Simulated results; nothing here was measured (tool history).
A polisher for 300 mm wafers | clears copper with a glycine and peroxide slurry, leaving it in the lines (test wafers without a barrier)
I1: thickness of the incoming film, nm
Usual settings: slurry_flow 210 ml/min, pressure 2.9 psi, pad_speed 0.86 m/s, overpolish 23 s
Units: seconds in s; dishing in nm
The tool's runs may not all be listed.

{"run": 1, "hour": 0.0, "slurry_flow": 210, "pressure": 2.9, "pad_speed": 1.02, "overpolish": 23, "I1": 369.4, "seconds": 57.8, "dishing": 94.5}
{"run": 2, "hour": 67.7, "slurry_flow": 210, "pressure": 2.9, "pad_speed": 1.02, "overpolish": 23, "I1": 380.2, "seconds": 61.2, "dishing": 97.8}
{"hour": 88.2, "done": "slurry nozzle cleaned"}
{"run": 3, "hour": 110.5, "slurry_flow": 265, "pressure": 2.9, "pad_speed": 0.86, "overpolish": 23, "I1": 368.7, "seconds": 64.4, "dishing": 92.4}
{"run": 4, "hour": 173.1, "slurry_flow": 265, "pressure": 2.9, "pad_speed": 0.86, "overpolish": 23, "I1": 375.5, "seconds": 66, "dishing": 90.5}
{"hour": 181.2, "done": "head pressure recalibrated"}
{"run": 5, "hour": 222.8, "slurry_flow": 210, "pressure": 2.9, "pad_speed": 0.86, "overpolish": 23, "I1": 371.8, "seconds": 68.3, "dishing": 89.9}
{"run": 6, "hour": 268.8, "slurry_flow": 235, "pressure": 2.9, "pad_speed": 0.86, "overpolish": 23, "I1": 371.7, "seconds": 66.9, "dishing": 87.8}
{"run": 7, "hour": 348.7, "slurry_flow": 210, "pressure": 3.3, "pad_speed": 0.86, "overpolish": 23, "I1": 378.1, "seconds": 64, "dishing": 95.5}
{"hour": 365.5, "done": "worn pad replaced by a new one"}
{"run": 8, "hour": 421.3, "slurry_flow": 210, "pressure": 3.3, "pad_speed": 0.86, "overpolish": 23, "I1": 377.8, "seconds": 60, "dishing": 95.7}
{"run": 9, "hour": 528.2, "slurry_flow": 210, "pressure": 3.3, "pad_speed": 0.86, "overpolish": 23, "I1": 375.2, "seconds": 61.5, "dishing": 97.4}
{"run": 10, "hour": 590.8, "slurry_flow": 210, "pressure": 2.9, "pad_speed": 1.06, "overpolish": 23, "I1": 372.5, "seconds": 60.3, "dishing": 96.6}
{"hour": 833.5, "done": "slurry nozzle cleaned"}
{"run": 11, "hour": 896.4, "slurry_flow": 210, "pressure": 2.9, "pad_speed": 1.06, "overpolish": 23, "I1": 373.3, "seconds": 60.2, "dishing": 95.4}
{"hour": 942.2, "done": "worn pad replaced by a new one"}
{"run": 12, "hour": 976.9, "slurry_flow": 210, "pressure": 2.9, "pad_speed": 0.86, "overpolish": 23, "I1": 376.2, "seconds": 65, "dishing": 92.7}
{"run": 13, "hour": 1062.6, "slurry_flow": 210, "pressure": 2.9, "pad_speed": 0.86, "overpolish": 23, "I1": 382.9, "seconds": 65.9, "dishing": 93.9}
{"run": 14, "hour": 1109.9, "slurry_flow": 210, "pressure": 2.9, "pad_speed": 0.86, "overpolish": 23, "I1": 378.2, "seconds": 67.3, "dishing": 92.4}
{"hour": 1138.9, "done": "head pressure recalibrated"}
{"run": 15, "hour": 1202.2, "slurry_flow": 255, "pressure": 2.4, "pad_speed": 0.7, "overpolish": 18, "I1": 379.5, "seconds": 84.7, "dishing": 58.9}
{"run": 16, "hour": 1260.0, "slurry_flow": 210, "pressure": 2.9, "pad_speed": 0.86, "overpolish": 23, "I1": 371.5, "seconds": 67.1, "dishing": 92}
{"run": 17, "hour": 1322.5, "slurry_flow": 210, "pressure": 2.9, "pad_speed": 0.86, "overpolish": 23, "I1": 373.4, "seconds": 67.7, "dishing": 87.1}
{"run": 18, "hour": 1371.6, "slurry_flow": 255, "pressure": 3.7, "pad_speed": 0.6, "overpolish": 23, "I1": 368.7, "seconds": 70.8, "dishing": 85.5}
{"run": 19, "hour": 1425.8, "slurry_flow": 210, "pressure": 2.2, "pad_speed": 1.02, "overpolish": 23, "I1": 372.8, "seconds": 71.5, "dishing": 85}
{"run": 20, "hour": 1501.0, "slurry_flow": 190, "pressure": 3.7, "pad_speed": 0.64, "overpolish": 36, "I1": 376, "seconds": 71.4, "dishing": 120.6}
{"hour": 1514.4, "done": "worn pad replaced by a new one"}
{"run": 21, "hour": 1725.2, "slurry_flow": 210, "pressure": 2.9, "pad_speed": 0.86, "overpolish": 23, "I1": 368.7, "seconds": 66.4, "dishing": 88.2}
{"hour": 1759.3, "done": "slurry nozzle cleaned"}
{"run": 22, "hour": 1764.6, "slurry_flow": 145, "pressure": 2.9, "pad_speed": 1, "overpolish": 23, "I1": 375, "seconds": 64.3, "dishing": 90.3}
{"run": 23, "hour": 1867.4, "slurry_flow": 210, "pressure": 2.9, "pad_speed": 0.86, "overpolish": 23, "I1": 380.5, "seconds": 70.4, "dishing": 90.2}
{"hour": 1919.1, "done": "head pressure recalibrated"}
{"run": 24, "hour": 1969.4, "slurry_flow": 250, "pressure": 2, "pad_speed": 0.68, "overpolish": 30, "I1": 378.5, "seconds": 99.4, "dishing": 80.9}
{"run": 25, "hour": 2031.1, "slurry_flow": 210, "pressure": 2.9, "pad_speed": 0.86, "overpolish": 23, "I1": 372.1, "seconds": 69.2, "dishing": 87.5}
{"hour": 2089.0, "done": "worn pad replaced by a new one"}
{"run": 26, "hour": 2136.3, "slurry_flow": 160, "pressure": 2.9, "pad_speed": 0.64, "overpolish": 23, "I1": 372, "seconds": 79.5, "dishing": 78.4}
{"run": 27, "hour": 2206.4, "slurry_flow": 210, "pressure": 2.9, "pad_speed": 0.86, "overpolish": 23, "I1": 374.3, "seconds": 65.4, "dishing": 90.6}
{"run": 28, "hour": 2275.4, "slurry_flow": 170, "pressure": 2.9, "pad_speed": 0.66, "overpolish": 23, "I1": 378.1, "seconds": 82.4, "dishing": 75.5}
{"hour": 2560.4, "done": "slurry nozzle cleaned"}
{"run": 29, "hour": 2566.7, "slurry_flow": 210, "pressure": 1.9, "pad_speed": 0.86, "overpolish": 23, "I1": 376.5, "seconds": 89.5, "dishing": 70.9}

5 ways to go on from here, each from the tool as it stands after run 29. What would each give?
{"run": "A", "hour": 2567.2, "slurry_flow": 210, "pressure": 2.9, "pad_speed": 0.86, "overpolish": 23, "I1": 379.6, "seconds": "?", "dishing": "?"}
{"run": "B", "hour": 2567.2, "slurry_flow": 150, "pressure": 2.9, "pad_speed": 0.86, "overpolish": 9, "I1": 379.6, "seconds": "?", "dishing": "?"}
{"run": "C", "hour": 2567.2, "slurry_flow": 210, "pressure": 2.3, "pad_speed": 1.06, "overpolish": 28, "I1": 379.6, "seconds": "?", "dishing": "?"}
{"run": "D", "hour": 2567.2, "slurry_flow": 155, "pressure": 3.9, "pad_speed": 0.86, "overpolish": 34, "I1": 379.6, "seconds": "?", "dishing": "?"}
{"run": "E", "hour": 2567.2, "slurry_flow": 285, "pressure": 2.9, "pad_speed": 0.72, "overpolish": 23, "I1": 379.6, "seconds": "?", "dishing": "?"}

run=A seconds=72.1 dishing=84.1
run=B seconds=76.3 dishing=36
run=C seconds=72.6 dishing=95.2
run=D seconds=62 dishing=125.7
run=E seconds=77.9 dishing=79.6
Without the tool's hidden state the same runs would have given:
run=A seconds=64.6 dishing=91.5
run=B seconds=68.4 dishing=39.7
run=C seconds=65 dishing=102.9
run=D seconds=55.5 dishing=134.8
run=E seconds=69.8 dishing=86.8

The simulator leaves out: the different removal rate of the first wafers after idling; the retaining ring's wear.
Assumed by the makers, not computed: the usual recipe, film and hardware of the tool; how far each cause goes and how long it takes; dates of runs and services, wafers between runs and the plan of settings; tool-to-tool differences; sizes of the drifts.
